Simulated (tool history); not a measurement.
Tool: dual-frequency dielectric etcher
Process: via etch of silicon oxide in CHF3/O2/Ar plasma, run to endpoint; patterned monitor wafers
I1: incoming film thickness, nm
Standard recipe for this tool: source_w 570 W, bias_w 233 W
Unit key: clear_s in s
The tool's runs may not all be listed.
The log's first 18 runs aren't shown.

run 19 hour=885.8 | source_w=570 bias_w=233 | I1=781.1 | clear_s=353
run 20 hour=919.3 | source_w=670 bias_w=202 | I1=772.2 | clear_s=352.7
-- hour=980.5 upper electrode replaced
run 21 hour=986 | source_w=570 bias_w=233 | I1=785.9 | clear_s=356.5
run 22 hour=1026.1 | source_w=650 bias_w=197 | I1=780.9 | clear_s=358.3
run 23 hour=1057.9 | source_w=570 bias_w=184 | I1=768.4 | clear_s=369.2
run 24 hour=1084.9 | source_w=640 bias_w=265 | I1=781.6 | clear_s=333.8
run 25 hour=1142.1 | source_w=470 bias_w=188 | I1=778.5 | clear_s=388.7
run 26 hour=1195.2 | source_w=660 bias_w=287 | I1=783.1 | clear_s=330
-- hour=1239.2 wet clean of the chamber
run 27 hour=1239.7 | source_w=570 bias_w=182 | I1=771.9 | clear_s=364.7
run 28 hour=1284.4 | source_w=640 bias_w=217 | I1=778.4 | clear_s=344.8
run 29 hour=1321 | source_w=710 bias_w=265 | I1=780.3 | clear_s=323.3
run 30 hour=1349 | source_w=570 bias_w=233 | I1=782 | clear_s=353.5
run 31 hour=1408 | source_w=630 bias_w=184 | I1=798.3 | clear_s=374.6
run 32 hour=1472.5 | source_w=570 bias_w=183 | I1=774.3 | clear_s=373.6

The next listed run, before its measurement:
run 33 hour=1510.9 | source_w=480 bias_w=233 | I1=783.4 | clear_s=?

{"run 33": {"clear_s": 371.6}}
Had the tool carried no hidden state, the very same run would have given clear_s 364.5 s.
